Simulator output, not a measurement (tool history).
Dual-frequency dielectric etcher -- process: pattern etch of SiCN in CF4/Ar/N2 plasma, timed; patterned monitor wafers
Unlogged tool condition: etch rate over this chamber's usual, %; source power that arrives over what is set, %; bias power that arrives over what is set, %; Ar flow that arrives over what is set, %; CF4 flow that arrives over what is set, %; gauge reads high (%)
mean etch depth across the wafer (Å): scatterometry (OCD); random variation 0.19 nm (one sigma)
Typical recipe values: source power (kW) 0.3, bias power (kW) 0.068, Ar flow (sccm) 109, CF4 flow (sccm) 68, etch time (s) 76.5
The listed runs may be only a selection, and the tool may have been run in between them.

run	day	source power (kW)	bias power (kW)	Ar flow (sccm)	CF4 flow (sccm)	etch time (s)	wafers since the last listed run	hours since the last wet clean	hours since the last source power generator calibration	hours since the last bias power generator calibration	hours since the last Ar flow controller change	hours since the last CF4 flow controller change	hours since the last upper electrode change	hours since the gauge calibration	read-back reference wafer on the same gauge, depth_nm	mean etch depth across the wafer (Å)
1	0	0.3	0.068	90	68	76.5	0	4.8	42.2	473.1	2015.8	258.6	3789.3	294.1	52.02	459.3
# day 1.762: Ar flow controller replaced
2	2.2	0.3	0.083	109	68	96	376	57.6	95	525.9	10.5	311.4	3842.1	346.9	51.86	598.5
# day 10.171: upper electrode replaced
3	10.192	0.35	0.085	118	84	76.5	1348	249.4	286.8	717.7	202.3	503.2	0.5	538.7	51.46	546.6
4	11.112	0.3	0.068	109	68	76.5	177	271.5	308.9	739.8	224.4	525.3	22.6	560.8	51.42	450
5	12.654	0.33	0.053	109	57	98	297	308.5	345.9	776.8	261.4	562.3	59.6	597.8	51.39	541.3
6	15.158	0.25	0.078	109	63	76.5	482	368.6	406	836.9	321.5	622.4	119.7	657.9	51.26	412.1
7	16.567	0.34	0.068	109	73	76.5	271	402.4	439.8	870.7	355.3	656.2	153.5	691.7	51.24	488.4
8	18.238	0.34	0.057	118	68	89	322	442.5	479.9	910.8	395.4	696.3	193.6	731.8	51.2	530.6
9	20.404	0.3	0.068	109	80	76.5	417	494.5	531.9	962.8	447.4	748.3	245.6	783.8	51.09	459.1
10	22.4	0.38	0.068	109	68	76.5	384	542.4	579.8	1010.7	495.3	796.2	293.5	831.7	51.04	515.3
11	23.462	0.36	0.068	109	58	99.5	204	567.9	605.3	1036.2	520.8	821.7	319	857.2	51.06	623.3
# day 27.025: wet clean of the chamber
12	27.046	0.36	0.068	109	68	70	498	0.5	691.3	1122.2	606.8	907.7	405	943.2	50.94	454.8
13	27.883	0.3	0.062	97	68	54.5	161	20.6	711.4	1142.3	626.9	927.8	425.1	963.3	50.96	309.1
14	30.708	0.3	0.085	100	68	76.5	544	88.4	779.2	1210.1	694.7	995.6	492.9	1031.1	50.9	478
15	32.475	0.25	0.055	132	68	76.5	340	130.8	821.6	1252.5	737.1	1038	535.3	1073.5	50.87	373.5
16	33.6	0.3	0.068	109	68	76.5	216	157.8	848.6	1279.5	764.1	1065	562.3	1100.5	50.87	444.9
17	35.812	0.36	0.068	109	68	76.5	426	210.9	901.7	1332.6	817.2	1118.1	615.4	1153.6	50.83	495.5
18	38.929	0.33	0.078	109	52	76.5	600	285.7	976.5	1407.4	892	1192.9	690.2	1228.4	50.76	455.4
19	40.812	0.3	0.061	94	68	76.5	363	330.9	1021.7	1452.6	937.2	1238.1	735.4	1273.6	50.71	436.3
20	42.688	0.3	0.078	109	79	76.5	361	375.9	1066.7	1497.6	982.2	1283.1	780.4	1318.6	50.7	474.9
21	45.05	0.3	0.068	109	68	76.5	455	432.6	1123.4	1554.3	1038.9	1339.8	837.1	1375.3	50.66	444.4

Here are 4 independent what-if runs from the current tool condition. What would each one return?
A	45.067	0.3	0.068	109	77	76.5	3	433	1123.8	1554.7	1039.3	1340.2	837.5	1375.7	?	?
B	45.067	0.3	0.068	109	84	57.5	3	433	1123.8	1554.7	1039.3	1340.2	837.5	1375.7	?	?
C	45.067	0.23	0.076	118	75	76.5	3	433	1123.8	1554.7	1039.3	1340.2	837.5	1375.7	?	?
D	45.067	0.3	0.068	109	53	76.5	3	433	1123.8	1554.7	1039.3	1340.2	837.5	1375.7	?	?

run	read-back reference wafer on the same gauge, depth_nm	mean etch depth across the wafer (Å)
A	50.68	454.8
B	50.68	347.8
C	50.68	397.9
D	50.68	414.6
With no hidden state in the tool, these same runs would have given:
run	mean etch depth across the wafer (Å)
A	474.8
B	363.1
C	415.4
D	432.8
